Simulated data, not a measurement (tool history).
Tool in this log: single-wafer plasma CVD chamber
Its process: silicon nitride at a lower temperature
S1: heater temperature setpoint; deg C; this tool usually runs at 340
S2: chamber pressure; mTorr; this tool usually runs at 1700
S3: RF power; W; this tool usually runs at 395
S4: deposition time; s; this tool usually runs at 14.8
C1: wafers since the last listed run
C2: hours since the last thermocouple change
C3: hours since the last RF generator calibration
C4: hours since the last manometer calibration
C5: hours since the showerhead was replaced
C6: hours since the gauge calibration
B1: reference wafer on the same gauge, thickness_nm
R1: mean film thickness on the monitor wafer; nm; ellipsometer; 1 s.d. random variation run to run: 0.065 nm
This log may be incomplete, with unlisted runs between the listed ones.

{"run": 1, "day": 0.0, "S1": 340, "S2": 1700, "S3": 395, "S4": 14.8, "C1": 0, "C2": 1131.4, "C3": 677.5, "C4": 870.2, "C5": 8075.7, "C6": 29.7, "B1": 16.396, "R1": 19.854}
{"run": 2, "day": 0.9, "S1": 340, "S2": 1700, "S3": 395, "S4": 14.8, "C1": 295, "C2": 1153.0, "C3": 699.1, "C4": 891.8, "C5": 8097.3, "C6": 51.3, "B1": 16.395, "R1": 19.714}
{"run": 3, "day": 2.117, "S1": 340, "S2": 1700, "S3": 395, "S4": 14.8, "C1": 399, "C2": 1182.2, "C3": 728.3, "C4": 921.0, "C5": 8126.5, "C6": 80.5, "B1": 16.389, "R1": 19.8}
{"run": 4, "day": 3.025, "S1": 340, "S2": 1700, "S3": 395, "S4": 14.8, "C1": 298, "C2": 1204.0, "C3": 750.1, "C4": 942.8, "C5": 8148.3, "C6": 102.3, "B1": 16.399, "R1": 19.634}
{"run": 5, "day": 3.792, "S1": 340, "S2": 1700, "S3": 395, "S4": 14.8, "C1": 251, "C2": 1222.4, "C3": 768.5, "C4": 961.2, "C5": 8166.7, "C6": 120.7, "B1": 16.394, "R1": 19.677}
{"run": 6, "day": 5.267, "S1": 340, "S2": 1700, "S3": 365, "S4": 14.8, "C1": 484, "C2": 1257.8, "C3": 803.9, "C4": 996.6, "C5": 8202.1, "C6": 156.1, "B1": 16.394, "R1": 18.858}
{"day": 6.121, "done": "thermocouple changed; heater temperature recalibrated"}
{"day": 6.338, "done": "RF generator calibrated"}
{"run": 7, "day": 6.358, "S1": 340, "S2": 1700, "S3": 365, "S4": 14.8, "C1": 177, "C2": 5.7, "C3": 0.5, "C4": 1022.8, "C5": 8228.3, "C6": 182.3, "B1": 16.4, "R1": 19.377}
{"run": 8, "day": 8.058, "S1": 340, "S2": 1990, "S3": 395, "S4": 13.0, "C1": 558, "C2": 46.5, "C3": 41.3, "C4": 1063.6, "C5": 8269.1, "C6": 223.1, "B1": 16.407, "R1": 18.498}
{"run": 9, "day": 10.929, "S1": 332, "S2": 1700, "S3": 395, "S4": 15.8, "C1": 942, "C2": 115.4, "C3": 110.2, "C4": 1132.5, "C5": 8338.0, "C6": 292.0, "B1": 16.402, "R1": 21.823}
{"run": 10, "day": 11.662, "S1": 340, "S2": 1700, "S3": 395, "S4": 14.8, "C1": 240, "C2": 133.0, "C3": 127.8, "C4": 1150.1, "C5": 8355.6, "C6": 309.6, "B1": 16.404, "R1": 20.144}
{"day": 12.121, "done": "capacitance manometer re-zeroed and calibrated"}
{"day": 12.325, "done": "showerhead replaced"}
{"run": 11, "day": 12.346, "S1": 328, "S2": 1700, "S3": 335, "S4": 14.8, "C1": 48, "C2": 149.4, "C3": 144.2, "C4": 5.4, "C5": 0.5, "C6": 326.0, "B1": 16.405, "R1": 18.691}
{"day": 12.383, "done": "gauge calibrated"}
{"run": 12, "day": 13.617, "S1": 332, "S2": 2090, "S3": 395, "S4": 14.8, "C1": 417, "C2": 179.9, "C3": 174.7, "C4": 35.9, "C5": 31.0, "C6": 29.6, "B1": 16.401, "R1": 21.348}
{"run": 13, "day": 14.479, "S1": 352, "S2": 1700, "S3": 340, "S4": 12.4, "C1": 283, "C2": 200.6, "C3": 195.4, "C4": 56.6, "C5": 51.7, "C6": 50.3, "B1": 16.413, "R1": 15.581}
{"run": 14, "day": 15.092, "S1": 340, "S2": 1480, "S3": 470, "S4": 14.8, "C1": 201, "C2": 215.3, "C3": 210.1, "C4": 71.3, "C5": 66.4, "C6": 65.0, "B1": 16.398, "R1": 21.309}
{"run": 15, "day": 16.538, "S1": 340, "S2": 1700, "S3": 395, "S4": 14.8, "C1": 474, "C2": 250.0, "C3": 244.8, "C4": 106.0, "C5": 101.1, "C6": 99.7, "B1": 16.398, "R1": 20.187}
{"run": 16, "day": 17.375, "S1": 340, "S2": 1700, "S3": 440, "S4": 15.6, "C1": 275, "C2": 270.1, "C3": 264.9, "C4": 126.1, "C5": 121.2, "C6": 119.8, "B1": 16.406, "R1": 22.512}

The next listed run, before its measurement:
{"run": 17, "day": 18.025, "S1": 340, "S2": 1700, "S3": 395, "S4": 16.6, "C1": 213, "C2": 285.7, "C3": 280.5, "C4": 141.7, "C5": 136.8, "C6": 135.4, "B1": "?", "R1": "?"}

{"run 17": {"B1": 16.405, "R1": 22.505}}
Had the tool carried no hidden state, the very same run would have given R1 22.614 nm.
